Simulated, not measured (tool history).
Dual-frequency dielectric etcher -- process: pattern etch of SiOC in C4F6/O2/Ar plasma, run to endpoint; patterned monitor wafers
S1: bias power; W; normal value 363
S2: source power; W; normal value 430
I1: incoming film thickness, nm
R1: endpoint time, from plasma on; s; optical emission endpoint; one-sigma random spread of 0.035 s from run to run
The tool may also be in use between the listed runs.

run 1 hour=0.0 | S1=363 S2=490 | I1=25.07 | R1=7.9
run 2 hour=8.5 | S1=363 S2=490 | I1=24.87 | R1=7.9
run 3 hour=21.4 | S1=363 S2=430 | I1=25.06 | R1=8.4
run 4 hour=29.4 | S1=325 S2=430 | I1=25.16 | R1=8.6
run 5 hour=41.2 | S1=325 S2=430 | I1=24.99 | R1=8.6
run 6 hour=51.8 | S1=325 S2=430 | I1=25.19 | R1=8.7
run 7 hour=67.6 | S1=363 S2=430 | I1=25.01 | R1=8.3
-- hour=76.5 source power generator calibrated
run 8 hour=77.0 | S1=363 S2=430 | I1=25.17 | R1=8.4
run 9 hour=82.7 | S1=363 S2=430 | I1=25.27 | R1=8.4
run 10 hour=99.7 | S1=363 S2=430 | I1=25.09 | R1=8.4
-- hour=110.9 bias power generator calibrated
run 11 hour=111.4 | S1=363 S2=430 | I1=25.01 | R1=8.3
run 12 hour=122.3 | S1=363 S2=430 | I1=24.96 | R1=8.2
run 13 hour=139.0 | S1=436 S2=480 | I1=25.09 | R1=7.5
-- hour=167.3 upper electrode replaced
-- hour=175.1 wet clean of the chamber
run 14 hour=175.6 | S1=297 S2=430 | I1=24.78 | R1=8.9
run 15 hour=175.9 | S1=411 S2=360 | I1=25.04 | R1=9.1
run 16 hour=176.2 | S1=297 S2=430 | I1=25.13 | R1=9.1
run 17 hour=181.4 | S1=363 S2=430 | I1=25.00 | R1=8.5
run 18 hour=187.8 | S1=363 S2=430 | I1=24.99 | R1=8.6
run 19 hour=196.4 | S1=321 S2=500 | I1=24.90 | R1=8.2
run 20 hour=204.2 | S1=331 S2=510 | I1=25.12 | R1=8.1
run 21 hour=210.6 | S1=363 S2=350 | I1=24.96 | R1=9.5
run 22 hour=227.9 | S1=440 S2=380 | I1=25.25 | R1=8.8

Alternative continuations, all from the tool just after run 22; predict every row:
run A hour=228.3 | S1=363 S2=340 | I1=24.99 | R1=?
run B hour=228.3 | S1=321 S2=430 | I1=24.99 | R1=?
run C hour=228.3 | S1=284 S2=530 | I1=24.99 | R1=?

run=A R1=9.7
run=B R1=8.8
run=C R1=8.2
Without the tool's unlogged condition, the same runs would have read:
run=A R1=9.7
run=B R1=8.9
run=C R1=8.3
